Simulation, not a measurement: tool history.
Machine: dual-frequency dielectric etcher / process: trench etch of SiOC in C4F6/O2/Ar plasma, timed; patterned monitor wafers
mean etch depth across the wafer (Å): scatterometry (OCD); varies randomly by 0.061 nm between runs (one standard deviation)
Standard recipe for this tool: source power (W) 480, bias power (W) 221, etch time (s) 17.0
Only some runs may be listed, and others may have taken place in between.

run   hour  source power (W)  bias power (W)  etch time (s)  read-back reference wafer on the same gauge, depth_nm  mean etch depth across the wafer (Å)
  1    0.0               480             221           17.0                                                  38.81                                 408.7
  2   13.7               480             221           17.0                                                  38.79                                 408.4
  3   30.9               480             179           18.0                                                  38.80                                 418.6
  4   46.2               480             221           17.0                                                  38.80                                 409.1
  5   61.8               480             221           17.0                                                  38.80                                 409.1
  6   72.5               480             221           17.0                                                  38.80                                 409.4
  7   83.0               480             221           17.0                                                  38.80                                 409.7
  8   96.8               480             221           17.0                                                  38.78                                 410.8
  9  110.2               480             221           17.0                                                  38.81                                 409.4
 10  122.7               480             221           17.0                                                  38.81                                 409.1
 11  166.5               480             221           17.0                                                  38.80                                 405.4
 12  172.0               480             221           17.0                                                  38.80                                 403.4
 13  187.0               480             221           17.0                                                  38.80                                 404.3
 14  203.5               550             171           12.5                                                  38.80                                 296.3
 15  215.5               430             221           22.0                                                  38.81                                 508.8
 16  229.6               380             269           17.0                                                  38.80                                 394.7
 17  238.0               480             235           17.0                                                  38.80                                 409.5
 18  250.6               430             221           22.0                                                  38.80                                 509.5
 19  264.0               450             177           15.5                                                  38.81                                 351.0
 20  280.5               390             169           15.0                                                  38.80                                 326.9
 21  295.6               370             270           17.0                                                  38.80                                 393.7
 22  302.6               390             169           15.0                                                  38.80                                 326.5
 23  311.3               480             221           17.0                                                  38.80                                 406.4
 24  324.5               540             254           18.5                                                  38.80                                 467.0

Removed from this log: 6 entries logged between the listed runs. Between which two listed runs does each belong, and how does the tool's hidden state at the listed run before it compare with that at the listed run after it?
Run 4 -> run 5: gauge calibrated (hour 59.9)
  etch rate over this chamber's usual, %: 1.01 -> 1.07
  the result without the hidden state subtracted from the measured one, mean etch depth across the wafer (Å): +4.0 -> +4.4
Run 10 -> run 11: upper electrode replaced (hour 164.7); wet clean of the chamber (hour 166.0)
  etch rate over this chamber's usual, %: 1.34 -> -0.215
  the result without the hidden state subtracted from the measured one, mean etch depth across the wafer (Å): +5.3 -> -0.9
Run 12 -> run 13: source power generator calibrated (hour 186.5)
  etch rate over this chamber's usual, %: -0.192 -> -0.128
  the result without the hidden state subtracted from the measured one, mean etch depth across the wafer (Å): -0.8 -> -0.5
Run 13 -> run 14: bias power generator calibrated (hour 203.0)
  etch rate over this chamber's usual, %: -0.128 -> -0.0568
  the result without the hidden state subtracted from the measured one, mean etch depth across the wafer (Å): -0.5 -> -0.2
Run 18 -> run 19: gauge calibrated (hour 250.9)
  etch rate over this chamber's usual, %: 0.145 -> 0.203
  the result without the hidden state subtracted from the measured one, mean etch depth across the wafer (Å): +0.8 -> +0.7
